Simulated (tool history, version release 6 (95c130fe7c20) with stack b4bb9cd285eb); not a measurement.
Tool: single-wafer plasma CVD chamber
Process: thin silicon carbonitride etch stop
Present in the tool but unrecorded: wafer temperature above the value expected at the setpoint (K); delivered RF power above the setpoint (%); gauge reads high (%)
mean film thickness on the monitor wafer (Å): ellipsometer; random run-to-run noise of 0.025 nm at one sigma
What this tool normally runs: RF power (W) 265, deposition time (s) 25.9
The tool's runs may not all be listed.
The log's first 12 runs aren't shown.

run,day,RF power (W),deposition time (s),wafers since the last listed run,hours since the last thermocouple change,hours since the last RF generator calibration,hours since the showerhead was replaced,hours since the gauge calibration,"read-back reference wafer on the same gauge, thickness_nm",mean film thickness on the monitor wafer (Å)
13,11.696,265,25.9,561,115.7,2684.1,2058.2,268.6,14.098,164.50
14,12.275,295,25.9,458,129.6,2698.0,2072.1,282.5,14.104,169.39
15,12.875,315,22.8,475,144.0,2712.4,2086.5,296.9,14.108,151.57
16,14.279,315,23.9,1112,177.7,2746.1,2120.2,330.6,14.101,158.96
17,15.288,265,25.9,798,201.9,2770.3,2144.4,354.8,14.103,163.87
# day 18.246: RF generator calibrated
18,18.742,265,25.9,2471,284.8,11.9,2227.3,437.7,14.100,168.50
# day 20.083: gauge calibrated
19,20.229,300,22.6,1178,320.5,47.6,2263.0,3.5,14.101,152.48
20,21.425,265,25.9,947,349.2,76.3,2291.7,32.2,14.100,168.35
21,22.283,240,27.3,679,369.8,96.9,2312.3,52.8,14.104,172.80
# day 22.646: showerhead replaced
22,22.988,300,25.9,293,386.7,113.8,8.2,69.7,14.101,174.34
23,26.100,230,21.4,2465,461.4,188.5,82.9,144.4,14.098,133.79
24,26.829,310,27.4,577,478.9,206.0,100.4,161.9,14.103,186.25
25,27.346,265,25.9,409,491.3,218.4,112.8,174.3,14.098,168.14
26,28.675,285,25.9,1052,523.2,250.3,144.7,206.2,14.111,172.59
27,29.212,265,25.9,425,536.1,263.2,157.6,219.1,14.103,168.32
28,30.462,265,25.9,990,566.1,293.2,187.6,249.1,14.101,168.60
29,31.150,225,22.0,544,582.6,309.7,204.1,265.6,14.103,136.86
30,31.862,240,21.8,564,599.7,326.8,221.2,282.7,14.098,137.86
31,33.054,220,28.2,943,628.3,355.4,249.8,311.3,14.101,174.01
32,34.208,295,28.2,914,656.0,383.1,277.5,339.0,14.097,188.96
33,35.696,295,29.5,1178,691.7,418.8,313.2,374.7,14.101,197.88
34,36.942,220,30.8,986,721.6,448.7,343.1,404.6,14.100,190.23

Branching from run 34: 5 alternative next runs. What would each branch give?
A,36.958,225,25.9,13,722.0,449.1,343.5,405.0,?,?
B,36.958,225,20.9,13,722.0,449.1,343.5,405.0,?,?
C,36.958,265,27.5,13,722.0,449.1,343.5,405.0,?,?
D,36.958,290,25.9,13,722.0,449.1,343.5,405.0,?,?
E,36.958,280,25.9,13,722.0,449.1,343.5,405.0,?,?

run,"read-back reference wafer on the same gauge, thickness_nm",mean film thickness on the monitor wafer (Å)
A,14.104,161.14
B,14.104,130.03
C,14.104,179.20
D,14.104,173.16
E,14.104,171.44
What these runs would have given with no unlogged condition in the tool:
run,mean film thickness on the monitor wafer (Å)
A,161.87
B,130.62
C,180.01
D,173.95
E,172.22
